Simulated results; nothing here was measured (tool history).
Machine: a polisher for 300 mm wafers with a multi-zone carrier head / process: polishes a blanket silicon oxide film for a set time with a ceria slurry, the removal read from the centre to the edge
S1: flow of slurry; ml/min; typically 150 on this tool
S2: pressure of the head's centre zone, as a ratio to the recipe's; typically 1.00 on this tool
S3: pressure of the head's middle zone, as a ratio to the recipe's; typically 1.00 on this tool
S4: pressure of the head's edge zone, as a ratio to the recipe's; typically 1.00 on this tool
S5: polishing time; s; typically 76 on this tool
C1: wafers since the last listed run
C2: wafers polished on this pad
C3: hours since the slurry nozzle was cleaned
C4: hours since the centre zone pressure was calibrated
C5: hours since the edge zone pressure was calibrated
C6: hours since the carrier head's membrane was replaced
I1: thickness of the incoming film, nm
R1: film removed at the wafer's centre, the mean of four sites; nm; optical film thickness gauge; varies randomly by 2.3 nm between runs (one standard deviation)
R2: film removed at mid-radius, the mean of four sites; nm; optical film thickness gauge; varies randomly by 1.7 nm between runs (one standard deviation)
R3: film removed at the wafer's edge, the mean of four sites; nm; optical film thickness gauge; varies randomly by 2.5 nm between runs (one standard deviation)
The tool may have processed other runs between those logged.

run	day	S1	S2	S3	S4	S5	C1	C2	C3	C4	C5	C6	I1	R1	R2	R3
1	0.000	150	1.00	1.00	1.00	76	0	995	125.8	247.4	808.2	648.9	928.3	276.5	278.6	287.6
# day 1.842: centre zone pressure recalibrated
2	5.275	150	1.00	1.00	1.00	76	1277	2272	252.4	82.4	934.8	775.5	911.1	268.1	268.6	271.5
# day 7.146: worn pad replaced by a new one
# day 7.667: slurry nozzle cleaned
3	7.862	150	1.00	1.00	1.00	76	585	165	4.7	144.5	996.9	837.6	917.0	275.4	280.5	283.6
4	10.858	150	1.00	1.00	0.92	76	737	902	76.6	216.4	1068.8	909.5	933.7	272.6	278.2	273.3
# day 13.138: centre zone pressure recalibrated
5	13.808	150	1.00	1.00	0.92	76	705	1608	147.4	16.1	1139.6	980.3	918.4	266.8	275.0	265.9
6	15.733	150	1.00	1.00	0.92	76	473	2081	193.6	62.3	1185.8	1026.5	934.8	267.8	272.9	265.2
7	17.704	150	1.00	1.00	1.00	76	484	2566	240.9	109.6	1233.1	1073.8	932.8	261.8	268.4	272.6
# day 17.858: slurry nozzle cleaned
# day 18.350: worn pad replaced by a new one
8	20.296	150	1.00	1.06	1.00	76	586	479	58.5	171.8	1295.3	1136.0	926.9	279.3	293.9	284.8
# day 20.938: carrier head's membrane replaced by a new one
9	22.229	150	1.00	1.06	1.00	76	424	903	104.9	218.2	1341.7	31.0	936.8	277.6	293.7	285.9
# day 22.333: edge zone pressure recalibrated
10	24.133	150	1.00	1.06	1.00	76	447	1351	150.6	263.9	43.2	76.7	932.3	273.9	293.9	279.7
11	25.246	150	1.06	1.10	0.92	90	273	1625	177.3	290.6	69.9	103.4	930.9	340.0	354.8	323.9
12	26.742	165	1.00	1.00	1.09	76	368	1993	213.2	326.5	105.8	139.3	942.6	274.0	277.8	291.2
# day 27.988: centre zone pressure recalibrated
13	29.033	150	1.07	1.00	1.00	76	543	2536	268.2	25.1	160.8	194.3	935.3	286.8	270.6	277.0
# day 30.567: slurry nozzle cleaned
# day 31.167: worn pad replaced by a new one, of another model than before
14	31.188	170	1.00	1.09	1.08	69	478	5	14.9	76.8	212.5	246.0	936.2	259.6	279.2	269.5
15	32.217	150	1.09	1.00	0.93	76	253	258	39.6	101.5	237.2	270.7	925.4	304.3	283.9	275.7
16	33.758	150	1.00	1.00	1.00	76	379	637	76.6	138.5	274.2	307.7	924.8	284.6	282.3	281.8
17	35.092	150	0.91	0.91	1.00	76	328	965	108.6	170.5	306.2	339.7	926.4	252.1	261.4	288.6
18	36.983	150	0.94	1.00	0.91	76	465	1431	154.0	215.9	351.6	385.1	939.3	260.2	280.6	274.1
19	38.371	150	1.00	1.00	1.00	76	341	1772	187.3	249.2	384.9	418.4	937.1	277.4	281.2	282.0
# day 39.129: centre zone pressure recalibrated
20	39.475	150	1.00	1.00	1.00	76	251	2023	213.8	8.3	411.4	444.9	915.3	276.3	277.8	284.7
# day 40.542: slurry nozzle cleaned
# day 42.038: worn pad replaced by a new one
21	44.117	150	1.00	0.93	1.00	76	1090	511	85.8	119.7	522.8	556.3	915.6	281.0	264.0	283.2
# day 51.008: slurry nozzle cleaned
22	51.858	150	1.00	1.00	1.00	60	1894	2405	20.4	305.5	708.6	742.1	915.4	223.7	224.1	225.6
# day 53.492: centre zone pressure recalibrated
23	53.608	135	1.00	1.00	1.05	62	410	2815	62.4	2.8	750.6	784.1	936.8	224.6	224.8	235.7

Take each entry between the runs: how does the hidden state at the last listed run before it differ from the hidden state at the first listed run after it?
In the gap between runs 1 and 2: centre zone pressure recalibrated (day 1.842)
  slurry flow missing at the pad, %: 10.5 -> 20.1
  measured minus no-state result, R1: -7.3 -> -15.5 nm; R2: -6.4 -> -13.5 nm; R3: -4.8 -> -9.6 nm
In the gap between runs 2 and 3: worn pad replaced by a new one (day 7.146); slurry nozzle cleaned (day 7.667)
  slurry flow missing at the pad, %: 20.1 -> 6.29
  measured minus no-state result, R1: -15.5 -> -4.1 nm; R2: -13.5 -> -3.7 nm; R3: -9.6 -> -2.7 nm
In the gap between runs 4 and 5: centre zone pressure recalibrated (day 13.138)
  slurry flow missing at the pad, %: 11.7 -> 17.1
  measured minus no-state result, R1: -8.2 -> -12.5 nm; R2: -7.4 -> -11.3 nm; R3: -5.1 -> -7.8 nm
In the gap between runs 7 and 8: slurry nozzle cleaned (day 17.858); worn pad replaced by a new one (day 18.350)
  slurry flow missing at the pad, %: 24.2 -> 5.25
  measured minus no-state result, R1: -19.4 -> -3.4 nm; R2: -17.2 -> -3.2 nm; R3: -12.2 -> -2.2 nm
In the gap between runs 8 and 9: carrier head's membrane replaced by a new one (day 20.938)
  slurry flow missing at the pad, %: 5.25 -> 8.76
  measured minus no-state result, R1: -3.4 -> -6.0 nm; R2: -3.2 -> -5.6 nm; R3: -2.2 -> -3.9 nm
In the gap between runs 9 and 10: edge zone pressure recalibrated (day 22.333)
  slurry flow missing at the pad, %: 8.76 -> 12.2
  measured minus no-state result, R1: -6.0 -> -8.6 nm; R2: -5.6 -> -8.1 nm; R3: -3.9 -> -5.5 nm
In the gap between runs 12 and 13: centre zone pressure recalibrated (day 27.988)
  slurry flow missing at the pad, %: 17 -> 21.1
  measured minus no-state result, R1: -11.5 -> -17.6 nm; R2: -10.3 -> -14.5 nm; R3: -7.7 -> -10.4 nm
In the gap between runs 13 and 14: slurry nozzle cleaned (day 30.567); worn pad replaced by a new one, of another model than before (day 31.167)
  slurry flow missing at the pad, %: 21.1 -> 1.46
  measured minus no-state result, R1: -17.6 -> -0.5 nm; R2: -14.5 -> -0.5 nm; R3: -10.4 -> -0.3 nm
In the gap between runs 19 and 20: centre zone pressure recalibrated (day 39.129)
  slurry flow missing at the pad, %: 14.5 -> 16.5
  measured minus no-state result, R1: -5.9 -> -6.8 nm; R2: -5.3 -> -6.0 nm; R3: -3.8 -> -4.3 nm
In the gap between runs 20 and 21: slurry nozzle cleaned (day 40.542); worn pad replaced by a new one (day 42.038)
  slurry flow missing at the pad, %: 16.5 -> 7.31
  measured minus no-state result, R1: -6.8 -> -2.9 nm; R2: -6.0 -> -2.3 nm; R3: -4.3 -> -1.8 nm
In the gap between runs 21 and 22: slurry nozzle cleaned (day 51.008)
  slurry flow missing at the pad, %: 7.31 -> 3.73
  measured minus no-state result, R1: -2.9 -> -1.2 nm; R2: -2.3 -> -1.0 nm; R3: -1.8 -> -0.8 nm
In the gap between runs 22 and 23: centre zone pressure recalibrated (day 53.492)
  slurry flow missing at the pad, %: 3.73 -> 6.91
  measured minus no-state result, R1: -1.2 -> -2.3 nm; R2: -1.0 -> -2.0 nm; R3: -0.8 -> -1.5 nm
